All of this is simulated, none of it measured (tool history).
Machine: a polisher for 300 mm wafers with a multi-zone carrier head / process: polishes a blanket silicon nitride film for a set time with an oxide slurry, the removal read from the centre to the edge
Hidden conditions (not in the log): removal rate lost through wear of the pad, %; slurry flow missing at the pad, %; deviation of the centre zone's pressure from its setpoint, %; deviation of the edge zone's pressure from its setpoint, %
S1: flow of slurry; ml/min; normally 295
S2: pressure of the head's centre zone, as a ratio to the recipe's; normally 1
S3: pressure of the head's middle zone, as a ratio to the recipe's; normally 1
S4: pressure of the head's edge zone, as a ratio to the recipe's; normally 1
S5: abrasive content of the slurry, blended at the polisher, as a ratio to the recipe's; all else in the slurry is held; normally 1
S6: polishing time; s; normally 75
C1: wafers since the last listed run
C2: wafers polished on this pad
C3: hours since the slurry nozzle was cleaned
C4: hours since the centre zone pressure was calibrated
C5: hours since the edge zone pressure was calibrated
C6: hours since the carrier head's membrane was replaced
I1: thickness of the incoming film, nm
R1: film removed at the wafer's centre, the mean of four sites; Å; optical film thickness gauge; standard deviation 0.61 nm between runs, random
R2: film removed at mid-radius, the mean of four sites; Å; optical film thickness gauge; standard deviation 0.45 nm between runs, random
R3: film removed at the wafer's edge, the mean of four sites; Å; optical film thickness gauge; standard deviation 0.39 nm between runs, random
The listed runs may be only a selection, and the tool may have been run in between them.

Run 1, hour 0: usual settings; C1 0; C2 6456; C3 444.4; C4 547.8; C5 77.6; C6 215.3; I1 519.7. Result: R1 572 Å, R2 512 Å, R3 509 Å.
At hour 89.9: centre zone pressure recalibrated.
Run 2, hour 163.2: usual settings but S2 0.89, S4 1.05; C1 2231; C2 8687; C3 607.6; C4 73.3; C5 240.8; C6 378.5; I1 505.8. Result: R1 479 Å, R2 512 Å, R3 514 Å.
At hour 187.6: worn pad replaced by a new one.
Run 3, hour 206.2: usual settings but S1 390 ml/min, S4 1.1, S6 50 s; C1 539; C2 257; C3 650.6; C4 116.3; C5 283.8; C6 421.5; I1 512. Result: R1 367 Å, R2 353 Å, R3 355 Å.
Run 4, hour 243.9: usual settings; C1 521; C2 779; C3 688.3; C4 154; C5 321.5; C6 459.2; I1 517.4. Result: R1 539 Å, R2 509 Å, R3 515 Å.
Run 5, hour 287.6: usual settings but S2 0.95; C1 604; C2 1384; C3 732; C4 197.7; C5 365.2; C6 502.9; I1 500. Result: R1 534 Å, R2 513 Å, R3 516 Å.
Run 6, hour 331.6: usual settings; C1 609; C2 1993; C3 776; C4 241.7; C5 409.2; C6 546.9; I1 514.3. Result: R1 562 Å, R2 506 Å, R3 516 Å.
Run 7, hour 380.3: usual settings but S2 0.9, S4 1.03; C1 674; C2 2667; C3 824.7; C4 290.4; C5 457.9; C6 595.6; I1 511.9. Result: R1 505 Å, R2 511 Å, R3 518 Å.
At hour 459.4: slurry nozzle cleaned.
Run 8, hour 459.9: usual settings but S2 1.11, S4 0.88, S5 1.25; C1 1088; C2 3755; C3 0.5; C4 370; C5 537.5; C6 675.2; I1 504.5. Result: R1 672 Å, R2 550 Å, R3 524 Å.
At hour 512.6: carrier head's membrane replaced by a new one.
Run 9, hour 529.2: usual settings but S2 0.95, S5 0.8; C1 890; C2 4645; C3 69.8; C4 439.3; C5 606.8; C6 16.6; I1 504. Result: R1 518 Å, R2 480 Å, R3 484 Å.
Run 10, hour 645.2: usual settings but S1 365 ml/min, S4 0.9; C1 1605; C2 6251; C3 185.8; C4 555.3; C5 722.8; C6 132.6; I1 516.4. Result: R1 584 Å, R2 526 Å, R3 506 Å.
At hour 650: edge zone pressure recalibrated.
Run 11, hour 744.9: usual settings but S1 225 ml/min, S2 1.07; C1 1352; C2 7604; C3 285.5; C4 655; C5 94.9; C6 232.3; I1 506.1. Result: R1 606 Å, R2 491 Å, R3 504 Å.
At hour 774.2: centre zone pressure recalibrated.
At hour 790.3: worn pad replaced by a new one.
Run 12, hour 833.5: usual settings but S1 265 ml/min, S2 1.05, S4 1.07, S6 62 s; C1 1143; C2 598; C3 374.1; C4 59.3; C5 183.5; C6 320.9; I1 512.3. Result: R1 448 Å, R2 416 Å, R3 433 Å.
Run 13, hour 906.5: usual settings but S4 1.11, S5 0.7; C1 1010; C2 1608; C3 447.1; C4 132.3; C5 256.5; C6 393.9; I1 502.6. Result: R1 475 Å, R2 459 Å, R3 474 Å.
Run 14, hour 1009.4: usual settings but S6 68 s; C1 1424; C2 3033; C3 550; C4 235.2; C5 359.4; C6 496.8; I1 510. Result: R1 482 Å, R2 467 Å, R3 459 Å.
Run 15, hour 1084.8: usual settings; C1 1043; C2 4076; C3 625.4; C4 310.6; C5 434.8; C6 572.2; I1 513.2. Result: R1 537 Å, R2 516 Å, R3 512 Å.
Run 16, hour 1128.1: usual settings but S5 0.8, S6 54 s; C1 599; C2 4676; C3 668.7; C4 353.9; C5 478.1; C6 615.5; I1 516.5. Result: R1 369 Å, R2 341 Å, R3 346 Å.
Run 17, hour 1225.2: usual settings but S2 0.89, S3 1.09, S4 1.07; C1 1344; C2 6020; C3 765.8; C4 451; C5 575.2; C6 712.6; I1 509.4. Result: R1 503 Å, R2 557 Å, R3 527 Å.
At hour 1262.7: carrier head's membrane replaced by a new one.
Run 18, hour 1297.9: usual settings but S1 220 ml/min, S2 0.93, S5 0.8; C1 937; C2 6957; C3 838.5; C4 523.7; C5 647.9; C6 35.2; I1 519.1. Result: R1 478 Å, R2 462 Å, R3 464 Å.
Run 19, hour 1341.1: usual settings but S2 0.96, S4 1.04, S6 86 s; C1 597; C2 7555; C3 881.7; C4 566.9; C5 691.1; C6 78.4; I1 512.7. Result: R1 625 Å, R2 589 Å, R3 604 Å.
At hour 1391.3: slurry nozzle cleaned.
At hour 1428.2: centre zone pressure recalibrated.
At hour 1434.2: edge zone pressure recalibrated.
Run 20, hour 1435.2: usual settings but S1 365 ml/min, S4 0.9; C1 1233; C2 8788; C3 43.9; C4 7; C5 1; C6 172.5; I1 513. Result: R1 518 Å, R2 519 Å, R3 502 Å.
Run 21, hour 1532.5: usual settings but S6 58 s; C1 1346; C2 10135; C3 141.2; C4 104.3; C5 98.3; C6 269.8; I1 506.4. Result: R1 396 Å, R2 395 Å, R3 390 Å.
At hour 1543: worn pad replaced by a new one.
Run 22, hour 1620.8: usual settings but S6 98 s; C1 1166; C2 1076; C3 229.5; C4 192.6; C5 186.6; C6 358.1; I1 510.1. Result: R1 696 Å, R2 670 Å, R3 658 Å.

Branching from run 22: 3 alternative next runs. What would each branch give?
Run A, hour 1621.2: usual settings but S2 0.91; C1 5; C2 1082; C3 229.9; C4 193; C5 187; C6 358.5; I1 504.3. Result: R1 ?, R2 ?, R3 ?.
Run B, hour 1621.2: usual settings but S2 1.05, S3 1.05; C1 5; C2 1082; C3 229.9; C4 193; C5 187; C6 358.5; I1 504.3. Result: R1 ?, R2 ?, R3 ?.
Run C, hour 1621.2: usual settings but S5 0.75, S6 84 s; C1 5; C2 1082; C3 229.9; C4 193; C5 187; C6 358.5; I1 504.3. Result: R1 ?, R2 ?, R3 ?.

run   R1   R2   R3
  A  475  517  514
  B  549  539  513
  C  537  531  528
With the hidden condition removed and each run's random variation left untouched, the same runs would have given:
run   R1   R2   R3
  A  470  517  514
  B  543  539  513
  C  531  531  528
